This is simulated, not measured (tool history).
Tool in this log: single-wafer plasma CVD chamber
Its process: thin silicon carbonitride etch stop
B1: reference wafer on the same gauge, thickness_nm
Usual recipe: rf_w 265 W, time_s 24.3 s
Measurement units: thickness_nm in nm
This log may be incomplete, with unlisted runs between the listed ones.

{"run": 1, "hour": 0.0, "rf_w": 290, "time_s": 24.3, "B1": 14.906, "thickness_nm": 14.845}
{"run": 2, "hour": 31.4, "rf_w": 290, "time_s": 24.3, "B1": 14.892, "thickness_nm": 15.08}
{"run": 3, "hour": 48.8, "rf_w": 290, "time_s": 24.3, "B1": 14.919, "thickness_nm": 14.913}
{"run": 4, "hour": 62.4, "rf_w": 265, "time_s": 24.3, "B1": 14.897, "thickness_nm": 14.494}
{"run": 5, "hour": 77.8, "rf_w": 265, "time_s": 24.3, "B1": 14.905, "thickness_nm": 14.496}
{"run": 6, "hour": 109.6, "rf_w": 265, "time_s": 24.3, "B1": 14.913, "thickness_nm": 14.54}
{"run": 7, "hour": 142.3, "rf_w": 265, "time_s": 24.3, "B1": 14.9, "thickness_nm": 14.521}
{"run": 8, "hour": 165.9, "rf_w": 285, "time_s": 25.7, "B1": 14.895, "thickness_nm": 15.666}
{"run": 9, "hour": 193.9, "rf_w": 285, "time_s": 25.7, "B1": 14.906, "thickness_nm": 15.678}
{"run": 10, "hour": 209.1, "rf_w": 265, "time_s": 22.1, "B1": 14.892, "thickness_nm": 13.202}
{"hour": 227.1, "done": "showerhead replaced"}
{"run": 11, "hour": 227.6, "rf_w": 265, "time_s": 22.1, "B1": 14.922, "thickness_nm": 13.119}
{"run": 12, "hour": 246.1, "rf_w": 265, "time_s": 24.3, "B1": 14.89, "thickness_nm": 14.51}
{"hour": 272.1, "done": "gauge calibrated"}
{"hour": 275.7, "done": "thermocouple changed; heater temperature recalibrated"}
{"run": 13, "hour": 348.8, "rf_w": 265, "time_s": 24.3, "B1": 14.882, "thickness_nm": 14.6}
{"run": 14, "hour": 373.5, "rf_w": 265, "time_s": 24.3, "B1": 14.904, "thickness_nm": 14.447}
{"run": 15, "hour": 403.0, "rf_w": 265, "time_s": 24.3, "B1": 14.903, "thickness_nm": 14.344}
{"run": 16, "hour": 426.7, "rf_w": 220, "time_s": 25.8, "B1": 14.913, "thickness_nm": 14.386}
{"run": 17, "hour": 439.1, "rf_w": 250, "time_s": 21.9, "B1": 14.907, "thickness_nm": 12.768}
{"run": 18, "hour": 454.5, "rf_w": 290, "time_s": 24.3, "B1": 14.922, "thickness_nm": 14.897}
{"run": 19, "hour": 478.3, "rf_w": 265, "time_s": 24.3, "B1": 14.908, "thickness_nm": 14.439}
{"hour": 502.4, "done": "RF generator calibrated"}
{"run": 20, "hour": 502.9, "rf_w": 240, "time_s": 29.1, "B1": 14.894, "thickness_nm": 17.104}
{"run": 21, "hour": 529.4, "rf_w": 285, "time_s": 21.3, "B1": 14.926, "thickness_nm": 13.255}
{"run": 22, "hour": 541.6, "rf_w": 300, "time_s": 28.3, "B1": 14.903, "thickness_nm": 17.948}
{"run": 23, "hour": 557.7, "rf_w": 265, "time_s": 20.7, "B1": 14.906, "thickness_nm": 12.614}
{"run": 24, "hour": 583.9, "rf_w": 305, "time_s": 24.3, "B1": 14.904, "thickness_nm": 15.467}
{"run": 25, "hour": 619.7, "rf_w": 220, "time_s": 26.2, "B1": 14.907, "thickness_nm": 14.747}
{"run": 26, "hour": 637.3, "rf_w": 265, "time_s": 26.3, "B1": 14.904, "thickness_nm": 16.004}
{"run": 27, "hour": 651.4, "rf_w": 265, "time_s": 24.3, "B1": 14.911, "thickness_nm": 14.776}
{"run": 28, "hour": 665.9, "rf_w": 265, "time_s": 24.3, "B1": 14.899, "thickness_nm": 14.618}
{"run": 29, "hour": 701.2, "rf_w": 265, "time_s": 24.3, "B1": 14.91, "thickness_nm": 14.595}
{"run": 30, "hour": 717.0, "rf_w": 245, "time_s": 24.3, "B1": 14.914, "thickness_nm": 14.238}
{"run": 31, "hour": 745.1, "rf_w": 225, "time_s": 24.3, "B1": 14.894, "thickness_nm": 13.684}
{"run": 32, "hour": 767.7, "rf_w": 315, "time_s": 24.3, "B1": 14.902, "thickness_nm": 15.685}
{"run": 33, "hour": 789.3, "rf_w": 250, "time_s": 26.8, "B1": 14.894, "thickness_nm": 15.898}
{"run": 34, "hour": 810.1, "rf_w": 215, "time_s": 26.1, "B1": 14.896, "thickness_nm": 14.613}
{"run": 35, "hour": 836.7, "rf_w": 265, "time_s": 20.4, "B1": 14.912, "thickness_nm": 12.248}

Below are 4 alternative next runs, each starting from the tool's condition after run 35. Predict each:
{"run": "A", "hour": 837.1, "rf_w": 265, "time_s": 24.3, "B1": "?", "thickness_nm": "?"}
{"run": "B", "hour": 837.1, "rf_w": 315, "time_s": 23.0, "B1": "?", "thickness_nm": "?"}
{"run": "C", "hour": 837.1, "rf_w": 285, "time_s": 27.0, "B1": "?", "thickness_nm": "?"}
{"run": "D", "hour": 837.1, "rf_w": 300, "time_s": 24.3, "B1": "?", "thickness_nm": "?"}

run=A B1=14.892 thickness_nm=14.596
run=B B1=14.892 thickness_nm=14.669
run=C B1=14.892 thickness_nm=16.636
run=D B1=14.892 thickness_nm=15.241
With no hidden state in the tool, these same runs would have given:
run=A thickness_nm=14.909
run=B thickness_nm=14.984
run=C thickness_nm=16.993
run=D thickness_nm=15.567
